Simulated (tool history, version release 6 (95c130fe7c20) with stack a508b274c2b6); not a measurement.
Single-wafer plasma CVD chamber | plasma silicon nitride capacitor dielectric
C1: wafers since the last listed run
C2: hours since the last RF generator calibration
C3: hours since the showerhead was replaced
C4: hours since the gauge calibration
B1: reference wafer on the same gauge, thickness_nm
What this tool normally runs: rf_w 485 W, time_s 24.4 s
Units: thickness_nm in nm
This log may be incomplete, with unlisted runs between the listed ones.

{"run": 1, "hour": 0.0, "rf_w": 485, "time_s": 22.7, "C1": 0, "C2": 1565.2, "C3": 3879.5, "C4": 1695.2, "B1": 31.811, "thickness_nm": 34.351}
{"run": 2, "hour": 48.9, "rf_w": 485, "time_s": 24.4, "C1": 1611, "C2": 1614.1, "C3": 3928.4, "C4": 1744.1, "B1": 31.802, "thickness_nm": 36.766}
{"run": 3, "hour": 107.6, "rf_w": 485, "time_s": 24.4, "C1": 1934, "C2": 1672.8, "C3": 3987.1, "C4": 1802.8, "B1": 31.811, "thickness_nm": 36.503}
{"run": 4, "hour": 146.0, "rf_w": 455, "time_s": 24.4, "C1": 1265, "C2": 1711.2, "C3": 4025.5, "C4": 1841.2, "B1": 31.805, "thickness_nm": 35.83}
{"run": 5, "hour": 244.2, "rf_w": 455, "time_s": 24.4, "C1": 3235, "C2": 1809.4, "C3": 4123.7, "C4": 1939.4, "B1": 31.807, "thickness_nm": 35.82}
{"run": 6, "hour": 341.9, "rf_w": 485, "time_s": 24.4, "C1": 3219, "C2": 1907.1, "C3": 4221.4, "C4": 2037.1, "B1": 31.797, "thickness_nm": 36.728}
{"run": 7, "hour": 418.5, "rf_w": 425, "time_s": 26.9, "C1": 2523, "C2": 1983.7, "C3": 4298.0, "C4": 2113.7, "B1": 31.78, "thickness_nm": 38.667}
{"run": 8, "hour": 474.3, "rf_w": 485, "time_s": 24.4, "C1": 1838, "C2": 2039.5, "C3": 4353.8, "C4": 2169.5, "B1": 31.778, "thickness_nm": 36.854}
{"run": 9, "hour": 672.7, "rf_w": 485, "time_s": 24.4, "C1": 6537, "C2": 2237.9, "C3": 4552.2, "C4": 2367.9, "B1": 31.801, "thickness_nm": 36.729}
{"run": 10, "hour": 708.8, "rf_w": 485, "time_s": 24.4, "C1": 1189, "C2": 2274.0, "C3": 4588.3, "C4": 2404.0, "B1": 31.811, "thickness_nm": 36.858}
{"hour": 715.2, "done": "gauge calibrated"}
{"hour": 719.0, "done": "RF generator calibrated"}
{"run": 11, "hour": 761.2, "rf_w": 485, "time_s": 24.4, "C1": 1462, "C2": 42.2, "C3": 4640.7, "C4": 46.0, "B1": 31.821, "thickness_nm": 36.694}
{"run": 12, "hour": 817.4, "rf_w": 485, "time_s": 24.4, "C1": 1851, "C2": 98.4, "C3": 4696.9, "C4": 102.2, "B1": 31.784, "thickness_nm": 36.824}
{"run": 13, "hour": 907.7, "rf_w": 485, "time_s": 26.0, "C1": 2975, "C2": 188.7, "C3": 4787.2, "C4": 192.5, "B1": 31.797, "thickness_nm": 39.344}
{"hour": 992.0, "done": "showerhead replaced"}
{"run": 14, "hour": 992.5, "rf_w": 485, "time_s": 24.4, "C1": 2530, "C2": 273.5, "C3": 0.5, "C4": 277.3, "B1": 31.792, "thickness_nm": 36.697}
{"run": 15, "hour": 1049.1, "rf_w": 485, "time_s": 22.3, "C1": 1864, "C2": 330.1, "C3": 57.1, "C4": 333.9, "B1": 31.791, "thickness_nm": 33.474}
{"run": 16, "hour": 1138.5, "rf_w": 425, "time_s": 24.4, "C1": 2945, "C2": 419.5, "C3": 146.5, "C4": 423.3, "B1": 31.784, "thickness_nm": 34.898}
{"run": 17, "hour": 1260.0, "rf_w": 485, "time_s": 29.2, "C1": 4003, "C2": 541.0, "C3": 268.0, "C4": 544.8, "B1": 31.783, "thickness_nm": 44.047}
{"run": 18, "hour": 1313.3, "rf_w": 520, "time_s": 28.9, "C1": 1756, "C2": 594.3, "C3": 321.3, "C4": 598.1, "B1": 31.821, "thickness_nm": 44.89}
{"run": 19, "hour": 1410.5, "rf_w": 485, "time_s": 24.4, "C1": 3202, "C2": 691.5, "C3": 418.5, "C4": 695.3, "B1": 31.811, "thickness_nm": 36.955}
{"run": 20, "hour": 1498.5, "rf_w": 535, "time_s": 21.4, "C1": 2899, "C2": 779.5, "C3": 506.5, "C4": 783.3, "B1": 31.781, "thickness_nm": 33.293}
{"run": 21, "hour": 1596.4, "rf_w": 540, "time_s": 24.4, "C1": 3225, "C2": 877.4, "C3": 604.4, "C4": 881.2, "B1": 31.815, "thickness_nm": 38.503}
{"run": 22, "hour": 1662.7, "rf_w": 395, "time_s": 24.4, "C1": 2184, "C2": 943.7, "C3": 670.7, "C4": 947.5, "B1": 31.755, "thickness_nm": 33.874}
{"run": 23, "hour": 1748.0, "rf_w": 575, "time_s": 20.8, "C1": 2810, "C2": 1029.0, "C3": 756.0, "C4": 1032.8, "B1": 31.81, "thickness_nm": 33.487}
{"run": 24, "hour": 1824.3, "rf_w": 485, "time_s": 20.4, "C1": 2514, "C2": 1105.3, "C3": 832.3, "C4": 1109.1, "B1": 31.812, "thickness_nm": 30.876}
{"run": 25, "hour": 1886.2, "rf_w": 570, "time_s": 23.0, "C1": 2039, "C2": 1167.2, "C3": 894.2, "C4": 1171.0, "B1": 31.789, "thickness_nm": 36.923}
{"run": 26, "hour": 1988.0, "rf_w": 485, "time_s": 19.7, "C1": 3354, "C2": 1269.0, "C3": 996.0, "C4": 1272.8, "B1": 31.817, "thickness_nm": 29.562}
{"run": 27, "hour": 2044.7, "rf_w": 485, "time_s": 24.4, "C1": 1868, "C2": 1325.7, "C3": 1052.7, "C4": 1329.5, "B1": 31.807, "thickness_nm": 36.888}
{"run": 28, "hour": 2105.4, "rf_w": 485, "time_s": 24.4, "C1": 2000, "C2": 1386.4, "C3": 1113.4, "C4": 1390.2, "B1": 31.82, "thickness_nm": 36.827}

Hidden condition of the tool, last listed run before each entry between runs versus first listed run after:
In the gap between runs 10 and 11: gauge calibrated (hour 715.2); RF generator calibrated (hour 719.0)
  the hidden state is the same at both runs
In the gap between runs 13 and 14: showerhead replaced (hour 992.0)
  the hidden state is the same at both runs
